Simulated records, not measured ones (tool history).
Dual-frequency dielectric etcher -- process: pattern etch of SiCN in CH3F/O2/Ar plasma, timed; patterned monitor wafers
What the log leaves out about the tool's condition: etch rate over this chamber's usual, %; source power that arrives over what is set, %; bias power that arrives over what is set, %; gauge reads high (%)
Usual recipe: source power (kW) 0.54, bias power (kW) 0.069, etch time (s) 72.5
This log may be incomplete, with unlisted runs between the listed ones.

run	hour	source power (kW)	bias power (kW)	etch time (s)	wafers since the last listed run	hours since the last wet clean	hours since the last source power generator calibration	hours since the last bias power generator calibration	hours since the last upper electrode change	hours since the gauge calibration	read-back reference wafer on the same gauge, depth_nm	mean etch depth across the wafer (angstrom)
1	0	0.54	0.069	72.5	0	464.8	2469.7	3537.3	2657.5	107	25.2	296
2	13.7	0.54	0.075	72.5	209	478.5	2483.4	3551	2671.2	120.7	25.22	303.7
3	29	0.54	0.069	72.5	234	493.8	2498.7	3566.3	2686.5	136	25.2	296.1
4	46.3	0.54	0.074	72.5	264	511.1	2516	3583.6	2703.8	153.3	25.2	303.1
5	61.9	0.54	0.073	72.5	238	526.7	2531.6	3599.2	2719.4	168.9	25.2	301.2
6	74.8	0.5	0.069	72.5	197	539.6	2544.5	3612.1	2732.3	181.8	25.2	285.4
7	89.2	0.5	0.069	72.5	220	554	2558.9	3626.5	2746.7	196.2	25.2	284.4
8	97.5	0.5	0.069	72.5	127	562.3	2567.2	3634.8	2755	204.5	25.2	284.6
9	115.4	0.54	0.069	82.5	274	580.2	2585.1	3652.7	2772.9	222.4	25.19	337.1
10	128.5	0.54	0.085	65	200	593.3	2598.2	3665.8	2786	235.5	25.19	281.7
# hour 157.4: wet clean of the chamber
11	157.9	0.48	0.054	57.5	82	0.5	2627.6	3695.2	2815.4	264.9	25.18	209.2
12	158.2	0.68	0.065	84	4	0.8	2627.9	3695.5	2815.7	265.2	25.19	384
13	167.2	0.54	0.069	87.5	137	9.8	2636.9	3704.5	2824.7	274.2	25.19	362.9
14	178.4	0.54	0.069	72.5	171	21	2648.1	3715.7	2835.9	285.4	25.2	300.6
15	191.4	0.61	0.079	63	199	34	2661.1	3728.7	2848.9	298.4	25.22	288.3
16	206	0.54	0.069	72.5	223	48.6	2675.7	3743.3	2863.5	313	25.21	301.3
17	223.6	0.54	0.069	81.5	269	66.2	2693.3	3760.9	2881.1	330.6	25.2	337.4
# hour 227.9: source power generator calibrated
18	239.2	0.54	0.069	72.5	177	81.8	11.3	3776.5	2896.7	346.2	25.21	293.6
# hour 273: upper electrode replaced
19	273.5	0.54	0.081	72.5	157	116.1	45.6	3810.8	0.5	380.5	25.2	307.5
20	273.8	0.54	0.076	88	4	116.4	45.9	3811.1	0.8	380.8	25.2	366
21	274.2	0.46	0.074	78	6	116.8	46.3	3811.5	1.2	381.2	25.21	295.8
22	283.3	0.54	0.069	72.5	139	125.9	55.4	3820.6	10.3	390.3	25.2	293.8
# hour 286.3: gauge calibrated
# hour 296.3: bias power generator calibrated
23	299.9	0.6	0.075	72.5	192	142.5	72	3.6	26.9	13.6	25.2	316.3
24	306.6	0.62	0.069	91.5	102	149.2	78.7	10.3	33.6	20.3	25.18	397.3
25	320.4	0.62	0.083	83	211	163	92.5	24.1	47.4	34.1	25.2	379.3
26	332.4	0.64	0.069	57	183	175	104.5	36.1	59.4	46.1	25.19	250.8
27	341.8	0.46	0.074	80	143	184.4	113.9	45.5	68.8	55.5	25.2	303.5
28	378.3	0.59	0.081	81.5	558	220.9	150.4	82	105.3	92	25.2	361.1
29	412.8	0.48	0.074	72.5	528	255.4	184.9	116.5	139.8	126.5	25.2	280.7

Predict each of these 5 candidate next runs independently; none follows another, all start after run 29:
A	413.2	0.54	0.069	61.5	6	255.8	185.3	116.9	140.2	126.9	?	?
B	413.2	0.64	0.069	59.5	6	255.8	185.3	116.9	140.2	126.9	?	?
C	413.2	0.49	0.08	88	6	255.8	185.3	116.9	140.2	126.9	?	?
D	413.2	0.67	0.069	72.5	6	255.8	185.3	116.9	140.2	126.9	?	?
E	413.2	0.48	0.08	65	6	255.8	185.3	116.9	140.2	126.9	?	?

run	read-back reference wafer on the same gauge, depth_nm	mean etch depth across the wafer (angstrom)
A	25.19	248.3
B	25.19	261.6
C	25.19	352.9
D	25.19	326
E	25.19	257.8
What these runs would have given with no unlogged condition in the tool:
run	mean etch depth across the wafer (angstrom)
A	250.1
B	263.5
C	355.5
D	328.4
E	259.7
